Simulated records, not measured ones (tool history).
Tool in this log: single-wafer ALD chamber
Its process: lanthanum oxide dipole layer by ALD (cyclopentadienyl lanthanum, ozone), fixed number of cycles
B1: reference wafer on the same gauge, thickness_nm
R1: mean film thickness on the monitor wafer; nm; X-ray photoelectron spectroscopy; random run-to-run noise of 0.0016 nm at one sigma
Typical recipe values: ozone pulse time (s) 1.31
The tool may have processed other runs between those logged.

{"run": 1, "hour": 0.0, "ozone pulse time (s)": 1.31, "B1": 0.579, "R1": 0.47}
{"run": 2, "hour": 8.9, "ozone pulse time (s)": 1.31, "B1": 0.58, "R1": 0.472}
{"run": 3, "hour": 23.5, "ozone pulse time (s)": 1.31, "B1": 0.58, "R1": 0.47}
{"run": 4, "hour": 41.1, "ozone pulse time (s)": 1.16, "B1": 0.58, "R1": 0.432}
{"run": 5, "hour": 56.3, "ozone pulse time (s)": 1.09, "B1": 0.58, "R1": 0.41}
{"run": 6, "hour": 63.8, "ozone pulse time (s)": 1.09, "B1": 0.58, "R1": 0.409}
{"run": 7, "hour": 72.4, "ozone pulse time (s)": 1.09, "B1": 0.58, "R1": 0.412}
{"run": 8, "hour": 88.3, "ozone pulse time (s)": 1.31, "B1": 0.58, "R1": 0.471}
{"run": 9, "hour": 105.0, "ozone pulse time (s)": 1.31, "B1": 0.58, "R1": 0.472}
{"run": 10, "hour": 129.0, "ozone pulse time (s)": 1.31, "B1": 0.58, "R1": 0.469}
{"run": 11, "hour": 129.3, "ozone pulse time (s)": 1.57, "B1": 0.58, "R1": 0.514}
{"run": 12, "hour": 177.5, "ozone pulse time (s)": 1.06, "B1": 0.58, "R1": 0.447}
{"run": 13, "hour": 185.6, "ozone pulse time (s)": 1.06, "B1": 0.58, "R1": 0.445}
{"run": 14, "hour": 192.7, "ozone pulse time (s)": 1.31, "B1": 0.579, "R1": 0.488}
{"run": 15, "hour": 208.3, "ozone pulse time (s)": 1.79, "B1": 0.58, "R1": 0.544}
{"run": 16, "hour": 217.9, "ozone pulse time (s)": 0.97, "B1": 0.58, "R1": 0.423}
{"run": 17, "hour": 231.0, "ozone pulse time (s)": 1.07, "B1": 0.581, "R1": 0.448}
{"run": 18, "hour": 243.2, "ozone pulse time (s)": 1.31, "B1": 0.58, "R1": 0.493}
{"run": 19, "hour": 254.0, "ozone pulse time (s)": 1.68, "B1": 0.58, "R1": 0.534}
{"run": 20, "hour": 261.9, "ozone pulse time (s)": 0.87, "B1": 0.58, "R1": 0.394}
{"run": 21, "hour": 273.0, "ozone pulse time (s)": 1.67, "B1": 0.58, "R1": 0.533}
{"run": 22, "hour": 289.7, "ozone pulse time (s)": 1.61, "B1": 0.58, "R1": 0.56}
{"run": 23, "hour": 294.2, "ozone pulse time (s)": 1.31, "B1": 0.58, "R1": 0.535}
{"run": 24, "hour": 308.4, "ozone pulse time (s)": 0.83, "B1": 0.58, "R1": 0.441}
{"run": 25, "hour": 319.2, "ozone pulse time (s)": 1.75, "B1": 0.58, "R1": 0.563}
{"run": 26, "hour": 327.0, "ozone pulse time (s)": 1.14, "B1": 0.58, "R1": 0.513}
{"run": 27, "hour": 334.6, "ozone pulse time (s)": 1.62, "B1": 0.58, "R1": 0.555}
{"run": 28, "hour": 343.2, "ozone pulse time (s)": 1.02, "B1": 0.58, "R1": 0.487}
{"run": 29, "hour": 351.4, "ozone pulse time (s)": 1.31, "B1": 0.58, "R1": 0.533}
{"run": 30, "hour": 369.0, "ozone pulse time (s)": 1.61, "B1": 0.58, "R1": 0.556}
{"run": 31, "hour": 380.4, "ozone pulse time (s)": 1.61, "B1": 0.581, "R1": 0.555}
{"run": 32, "hour": 394.4, "ozone pulse time (s)": 1.06, "B1": 0.58, "R1": 0.493}
{"run": 33, "hour": 401.7, "ozone pulse time (s)": 1.76, "B1": 0.58, "R1": 0.561}

Taken out of this log: 4 entries between the listed runs. Where each belongs, and how the hidden state differs across it:
Runs 9 to 10: thermocouple changed; heater temperature recalibrated (hour 128.5)
  the hidden state is the same at both runs
  the result without the hidden state subtracted from the measured one, R1: -0.069 -> -0.070 nm
Runs 11 to 12: gauge calibrated (hour 172.8); showerhead replaced, of another model than before (hour 177.0)
  ozone dose above that of a generator just serviced (%): -24 -> -24.1
  the result without the hidden state subtracted from the measured one, R1: -0.049 -> -0.060 nm
Runs 21 to 22: ozone generator serviced (hour 289.2)
  ozone dose above that of a generator just serviced (%): -24.3 -> -2.76
  the result without the hidden state subtracted from the measured one, R1: -0.030 -> -0.002 nm
